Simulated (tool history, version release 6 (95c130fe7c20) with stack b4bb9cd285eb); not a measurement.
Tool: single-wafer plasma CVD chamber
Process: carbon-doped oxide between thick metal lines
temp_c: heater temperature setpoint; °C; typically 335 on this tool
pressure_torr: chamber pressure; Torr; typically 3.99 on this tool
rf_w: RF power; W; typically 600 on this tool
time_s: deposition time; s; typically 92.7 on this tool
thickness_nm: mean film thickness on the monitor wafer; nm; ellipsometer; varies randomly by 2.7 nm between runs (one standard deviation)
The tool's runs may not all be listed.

run    hour  temp_c  pressure_torr  rf_w  time_s  read-back reference wafer on the same gauge, thickness_nm  thickness_nm
  1     0.0     335           3.99   600    92.7                                                    466.353       480.941
  2    51.8     335           3.99   600    92.7                                                    465.938       483.275
  3    78.1     335           3.99   600    92.7                                                    465.997       486.418
      125.4  -- thermocouple changed; heater temperature recalibrated
  4   125.9     335           3.99   600    92.7                                                    465.906       483.360
  5   148.7     335           3.99   600    92.7                                                    466.361       483.345
  6   189.6     335           3.99   600    92.7                                                    466.143       486.371
  7   229.9     335           3.99   655    92.7                                                    465.909       514.798
      263.3  -- gauge calibrated
  8   284.6     349           3.43   600    92.7                                                    465.753       460.176
  9   328.8     325           4.54   680    92.7                                                    466.015       553.626
 10   356.2     335           3.50   600    87.1                                                    466.079       450.879
 11   394.5     348           3.44   555    77.4                                                    465.638       361.355
 12   428.5     335           3.99   600    92.7                                                    466.432       485.251
 13   500.0     335           3.99   600    92.7                                                    466.008       486.764
 14   559.1     335           3.99   600    92.7                                                    465.697       484.525
 15   693.9     340           3.51   560   100.1                                                    465.820       488.918
 16   719.7     335           4.26   530   100.8                                                    465.929       491.545
 17   765.8     335           3.99   695    99.6                                                    466.082       567.085
 18   822.9     335           3.99   600    92.7                                                    465.620       487.824
 19   881.2     322           3.15   600    92.7                                                    466.324       494.870
 20   949.4     323           3.99   645    99.9                                                    466.137       574.444
     1117.2  -- RF generator calibrated
 21  1157.6     327           3.47   600    98.3                                                    465.702       516.732
     1214.7  -- thermocouple changed; heater temperature recalibrated
 22  1219.1     344           3.73   665    97.4                                                    466.124       521.136
     1239.8  -- showerhead replaced
     1257.0  -- capacitance manometer re-zeroed and calibrated
 23  1264.6     346           4.76   600    92.7                                                    465.670       478.312
 24  1315.5     335           3.99   600    92.7                                                    465.748       485.594
 25  1371.7     335           3.15   600   110.2                                                    465.764       557.332
 26  1570.5     330           4.84   600    92.7                                                    465.832       502.504
 27  1620.1     344           3.51   650   109.4                                                    466.222       579.033
 28  1681.2     325           3.25   645    92.7                                                    465.873       510.925
 29  1827.3     335           3.99   600    92.7                                                    465.651       483.356

Forecast each of these 3 alternatives for the next run:
  A  1827.7     325           3.99   600    92.7                                                          ?             ?
  B  1827.7     346           4.24   660    86.9                                                          ?             ?
  C  1827.7     335           4.60   600    92.7                                                          ?             ?

run  read-back reference wafer on the same gauge, thickness_nm  thickness_nm
  A                                                    466.236       505.619
  B                                                    466.236       472.783
  C                                                    466.236       496.700
Take away the tool's hidden state, keep each run's random variation, and the runs would have read:
run  thickness_nm
  A       505.619
  B       472.783
  C       496.700
